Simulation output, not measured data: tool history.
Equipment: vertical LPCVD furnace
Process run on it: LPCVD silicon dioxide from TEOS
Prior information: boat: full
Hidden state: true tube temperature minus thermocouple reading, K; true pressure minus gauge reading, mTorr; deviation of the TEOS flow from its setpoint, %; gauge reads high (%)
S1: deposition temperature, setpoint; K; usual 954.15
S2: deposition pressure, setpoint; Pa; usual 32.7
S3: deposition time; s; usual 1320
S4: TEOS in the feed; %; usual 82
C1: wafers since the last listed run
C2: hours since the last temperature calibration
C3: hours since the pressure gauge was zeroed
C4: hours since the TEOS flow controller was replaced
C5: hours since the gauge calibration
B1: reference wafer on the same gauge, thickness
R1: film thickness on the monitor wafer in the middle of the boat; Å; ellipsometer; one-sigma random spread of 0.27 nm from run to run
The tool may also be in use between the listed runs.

run	day	S1	S2	S3	S4	C1	C2	C3	C4	C5	B1	R1
1	0.000	954.15	32.7	1320	82	0	1830.1	516.5	5089.6	419.5	108.91	987.3
2	2.438	954.15	32.7	1320	82	533	1888.6	575.0	5148.1	478.0	108.80	989.7
3	3.967	954.15	32.7	1320	82	334	1925.3	611.7	5184.8	514.7	108.91	991.4
4	6.992	954.15	32.7	1320	82	661	1997.9	684.3	5257.4	587.3	108.96	986.6
5	11.358	954.15	35.3	1320	82	955	2102.7	789.1	5362.2	692.1	108.88	1025.6
6	14.375	954.15	35.3	1320	82	660	2175.1	861.5	5434.6	764.5	108.85	1027.6
7	18.408	954.15	35.3	1320	82	882	2271.9	958.3	5531.4	861.3	108.95	1029.5
8	19.912	954.15	32.7	1320	82	329	2308.0	994.4	5567.5	897.4	108.95	991.6
9	21.767	954.15	32.7	1320	82	405	2352.5	1038.9	5612.0	941.9	108.91	987.8
10	25.450	954.15	32.7	1320	82	805	2440.9	1127.3	5700.4	1030.3	108.90	989.9
# day 26.104: gauge calibrated
# day 26.683: thermocouples replaced and temperature profile calibrated
11	28.467	958.15	32.7	1320	82	441	42.8	1199.7	5772.8	56.7	108.92	1050.3
12	30.092	954.15	32.7	1320	82	355	81.8	1238.7	5811.8	95.7	108.85	954.3
13	33.346	954.15	32.7	1320	82	712	159.9	1316.8	5889.9	173.8	108.93	953.5
14	37.788	951.15	32.7	1320	76	971	266.5	1423.4	5996.5	280.4	108.94	852.8
15	41.625	954.15	32.7	1320	82	839	358.6	1515.5	6088.6	372.5	108.95	956.9
16	45.675	954.15	32.7	1320	82	886	455.8	1612.7	6185.8	469.7	108.83	958.3
17	47.400	951.15	35.3	1770	68	377	497.2	1654.1	6227.2	511.1	108.95	1135.4
# day 50.062: TEOS flow controller replaced
# day 50.612: pressure gauge zeroed
18	50.633	954.15	37.3	1320	66	368	574.8	0.5	13.7	588.7	108.94	941.9
19	54.246	959.15	32.7	1170	82	790	661.5	87.2	100.4	675.4	108.89	982.5
20	55.892	954.15	37.3	1320	74	360	701.0	126.7	139.9	714.9	108.92	993.7
21	58.221	954.15	39.3	1500	82	509	756.9	182.6	195.8	770.8	108.90	1222.8
22	61.758	954.15	36.7	870	82	774	841.8	267.5	280.7	855.7	108.94	684.8
# day 64.317: gauge calibrated
23	64.492	958.15	32.7	1530	82	598	907.4	333.1	346.3	4.2	108.82	1250.9
24	67.092	948.15	32.7	1320	72	568	969.8	395.5	408.7	66.6	108.91	786.7
25	71.012	954.15	32.7	1320	82	857	1063.9	489.6	502.8	160.7	108.80	969.5
26	72.842	954.15	24.7	1050	82	400	1107.8	533.5	546.7	204.6	108.81	666.4

Take each entry between the runs: how does the hidden state at the last listed run before it differ from the hidden state at the first listed run after it?
After run 10, before run 11: gauge calibrated (day 26.104); thermocouples replaced and temperature profile calibrated (day 26.683)
  true tube temperature minus thermocouple reading, K: 1.92 -> 0.316; true pressure minus gauge reading, mTorr: -9.84 -> -10.1
  difference, measured minus the result without the unlogged condition, R1: +25.4 -> -14.2 Å
After run 17, before run 18: TEOS flow controller replaced (day 50.062); pressure gauge zeroed (day 50.612)
  true tube temperature minus thermocouple reading, K: 0.667 -> 0.727; true pressure minus gauge reading, mTorr: -11 -> -1.01
  difference, measured minus the result without the unlogged condition, R1: -5.6 -> +14.8 Å
After run 22, before run 23: gauge calibrated (day 64.317)
  true tube temperature minus thermocouple reading, K: 0.934 -> 0.984; true pressure minus gauge reading, mTorr: -5.6 -> -6.45
  difference, measured minus the result without the unlogged condition, R1: +8.4 -> +12.8 Å
